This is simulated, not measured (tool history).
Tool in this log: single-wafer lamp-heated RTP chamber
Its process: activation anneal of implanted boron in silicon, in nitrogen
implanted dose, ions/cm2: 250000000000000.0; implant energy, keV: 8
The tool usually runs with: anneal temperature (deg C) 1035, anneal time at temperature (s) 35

run	hour	anneal temperature (deg C)	anneal time at temperature (s)	read-back reference wafer on the same gauge, sheet resistance	sheet resistance of the implanted and annealed layer (ohm/square)
1	0.0	1035	35	418.99	438.18
# hour 91.7: reflector plate cleaned
# hour 92.0: pyrometer window cleaned and pyrometer calibrated
2	100.3	1035	35	419.17	439.09
3	182.3	1035	35	419.43	439.29
4	236.3	1035	51	419.55	435.41
5	321.7	1035	51	419.77	435.78
6	422.9	1035	51	419.85	435.02
7	502.5	1035	35	420.05	439.76
# hour 578.9: pyrometer window cleaned and pyrometer calibrated
8	591.4	1035	35	420.13	437.96
# hour 676.2: reflector plate cleaned
9	841.2	1035	35	420.68	439.65
10	924.3	1035	35	420.99	439.57
11	1027.2	1057	35	420.95	436.12
12	1072.8	1035	35	421.27	440.05
13	1122.7	1035	35	421.41	440.46
# hour 1181.1: pyrometer window cleaned and pyrometer calibrated
# hour 1205.4: reflector plate cleaned
14	1212.4	1058	51	421.68	433.34
15	1451.9	1058	51	422.15	434.42
16	1521.5	1035	22	422.20	445.41
17	1613.8	1035	35	422.50	441.39
18	1701.5	1014	35	422.55	444.15
# hour 1709.6: pyrometer window cleaned and pyrometer calibrated
# hour 1711.5: reflector plate cleaned
19	1770.2	1010	27	422.66	447.10
# hour 1816.1: gauge calibrated
20	1847.6	1035	35	418.32	438.53
21	1887.1	1011	43	418.37	440.11
22	1953.3	1058	46	418.40	430.53
23	2042.0	1024	51	418.68	436.26
24	2097.3	1035	35	418.83	438.30
25	2151.0	1017	35	419.01	442.15
# hour 2215.9: reflector plate cleaned
26	2229.8	1010	50	419.00	440.72
# hour 2253.2: pyrometer window cleaned and pyrometer calibrated
27	2321.3	1015	45	419.49	439.94
28	2395.1	1021	55	419.45	437.65
29	2433.2	1035	45	419.41	437.31
30	2520.1	1021	55	419.78	438.17
31	2565.4	1035	22	419.71	441.74
32	2625.8	1035	55	420.09	435.10
# hour 2711.0: reflector plate cleaned
33	2723.6	1035	35	420.28	440.48
34	2795.6	1035	35	420.42	440.52

Same runs, no hidden state in the tool, same run-to-run variation:
Hidden conditions of the tool in this case: true wafer temperature minus pyrometer reading, K; wafer temperature error from the tarnished reflector plate, K; gauge reads high (%).
run	sheet resistance of the implanted and annealed layer (ohm/square)
1	437.29
2	437.96
3	437.97
4	433.98
5	434.16
6	433.16
7	437.70
8	435.70
9	436.81
10	436.54
11	432.88
12	436.67
13	436.96
14	429.70
15	430.23
16	440.96
17	436.76
18	439.29
19	442.05
20	438.22
21	439.71
22	429.98
23	435.50
24	437.41
25	441.13
26	439.52
27	438.53
28	436.07
29	435.65
30	436.31
31	439.75
32	433.00
33	438.13
34	438.01

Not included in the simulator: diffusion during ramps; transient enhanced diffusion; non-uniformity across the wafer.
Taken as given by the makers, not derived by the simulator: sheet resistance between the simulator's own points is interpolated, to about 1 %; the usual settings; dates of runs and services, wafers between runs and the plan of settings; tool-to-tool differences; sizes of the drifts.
